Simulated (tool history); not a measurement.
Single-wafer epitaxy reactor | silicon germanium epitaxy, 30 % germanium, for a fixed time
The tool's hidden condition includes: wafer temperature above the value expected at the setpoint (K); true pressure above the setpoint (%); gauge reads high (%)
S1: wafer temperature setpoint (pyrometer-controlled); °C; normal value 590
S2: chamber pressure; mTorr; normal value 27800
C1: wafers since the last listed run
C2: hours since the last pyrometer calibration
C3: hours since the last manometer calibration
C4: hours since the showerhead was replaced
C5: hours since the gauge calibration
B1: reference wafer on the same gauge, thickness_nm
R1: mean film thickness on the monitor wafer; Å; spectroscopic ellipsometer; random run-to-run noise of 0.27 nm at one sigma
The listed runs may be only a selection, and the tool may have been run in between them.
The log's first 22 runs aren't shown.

run,day,S1,S2,C1,C2,C3,C4,C5,B1,R1
23,29.692,590,27800,158,245.4,71.4,298.2,301.9,48.187,515.41
24,30.912,583,31600,325,274.7,100.7,327.5,331.2,48.198,492.48
25,32.117,590,27800,320,303.6,129.6,356.4,360.1,48.248,521.04
26,33.058,605,22400,250,326.2,152.2,379,382.7,48.117,599.69
27,34.179,590,25400,298,353.1,179.1,405.9,409.6,48.213,499.65
28,35.379,603,22100,319,381.9,207.9,434.7,438.4,48.221,574.73
29,36.867,582,25400,396,417.6,243.6,470.4,474.1,48.179,438.98
30,38.092,604,31100,326,447,273,499.8,503.5,48.251,689.8
31,38.692,597,32700,159,461.4,287.4,514.2,517.9,48.163,632.96

Estimate the outcome of run 32 from the log above:
32,39.488,595,30700,212,480.5,306.5,533.3,537,?,?

{"run 32": {"B1": 48.269, "R1": 589.53}}
On a tool with no hidden condition, and with the same random variation, this run would have come out at R1 582.53 Å.
